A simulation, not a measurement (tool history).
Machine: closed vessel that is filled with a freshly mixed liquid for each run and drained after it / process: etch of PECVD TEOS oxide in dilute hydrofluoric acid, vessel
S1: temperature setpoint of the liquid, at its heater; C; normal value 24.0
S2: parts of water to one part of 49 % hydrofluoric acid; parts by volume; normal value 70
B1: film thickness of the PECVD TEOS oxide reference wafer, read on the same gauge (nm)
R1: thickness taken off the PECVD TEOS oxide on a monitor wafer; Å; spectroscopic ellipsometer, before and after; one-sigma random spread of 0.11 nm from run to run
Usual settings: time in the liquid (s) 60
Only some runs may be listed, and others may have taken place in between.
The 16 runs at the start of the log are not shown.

run 17 hour=794.5 | S1=24.0 S2=70 time_in_the_liquid_(s)=60 | B1=80.02 | R1=115.2
-- hour=835.7 gauge calibrated
run 18 hour=843.6 | S1=28.0 S2=100 time_in_the_liquid_(s)=60 | B1=80.01 | R1=88.9
run 19 hour=880.4 | S1=19.5 S2=70 time_in_the_liquid_(s)=40 | B1=80.02 | R1=62.5
-- hour=898.9 thermometer replaced
run 20 hour=947.4 | S1=27.0 S2=90 time_in_the_liquid_(s)=30 | B1=80.04 | R1=53.9
run 21 hour=987.5 | S1=20.0 S2=95 time_in_the_liquid_(s)=85 | B1=80.02 | R1=108.7
run 22 hour=1048.1 | S1=24.0 S2=70 time_in_the_liquid_(s)=60 | B1=80.04 | R1=123.9
run 23 hour=1092.8 | S1=28.0 S2=70 time_in_the_liquid_(s)=80 | B1=80.04 | R1=194.1
run 24 hour=1138.5 | S1=24.0 S2=70 time_in_the_liquid_(s)=85 | B1=80.03 | R1=174.2
run 25 hour=1176.8 | S1=22.5 S2=90 time_in_the_liquid_(s)=75 | B1=79.99 | R1=109.6
run 26 hour=1223.1 | S1=24.0 S2=70 time_in_the_liquid_(s)=60 | B1=80.05 | R1=122.5
run 27 hour=1249.4 | S1=20.5 S2=45 time_in_the_liquid_(s)=80 | B1=79.98 | R1=224.5
run 28 hour=1291.8 | S1=24.0 S2=70 time_in_the_liquid_(s)=60 | B1=79.98 | R1=122.9
run 29 hour=1316.6 | S1=28.0 S2=45 time_in_the_liquid_(s)=40 | B1=79.99 | R1=154.2
run 30 hour=1342.8 | S1=27.0 S2=50 time_in_the_liquid_(s)=35 | B1=79.99 | R1=117.6
run 31 hour=1373.4 | S1=26.5 S2=70 time_in_the_liquid_(s)=35 | B1=80.06 | R1=78.2
run 32 hour=1423.6 | S1=24.0 S2=70 time_in_the_liquid_(s)=60 | B1=80.02 | R1=120.0

Here are 5 independent what-if runs from the current tool condition. What would each one return?
run A hour=1424.3 | S1=24.0 S2=100 time_in_the_liquid_(s)=60 | B1=? | R1=?
run B hour=1424.3 | S1=29.0 S2=80 time_in_the_liquid_(s)=30 | B1=? | R1=?
run C hour=1424.3 | S1=22.5 S2=45 time_in_the_liquid_(s)=30 | B1=? | R1=?
run D hour=1424.3 | S1=24.0 S2=45 time_in_the_liquid_(s)=45 | B1=? | R1=?
run E hour=1424.3 | S1=24.0 S2=70 time_in_the_liquid_(s)=30 | B1=? | R1=?

run=A B1=80.02 R1=81.6
run=B B1=80.02 R1=63.7
run=C B1=80.02 R1=91.4
run=D B1=80.02 R1=146.0
run=E B1=80.02 R1=60.5
What these runs would have given with no unlogged condition in the tool:
run=A R1=86.0
run=B R1=67.1
run=C R1=96.3
run=D R1=153.8
run=E R1=63.8

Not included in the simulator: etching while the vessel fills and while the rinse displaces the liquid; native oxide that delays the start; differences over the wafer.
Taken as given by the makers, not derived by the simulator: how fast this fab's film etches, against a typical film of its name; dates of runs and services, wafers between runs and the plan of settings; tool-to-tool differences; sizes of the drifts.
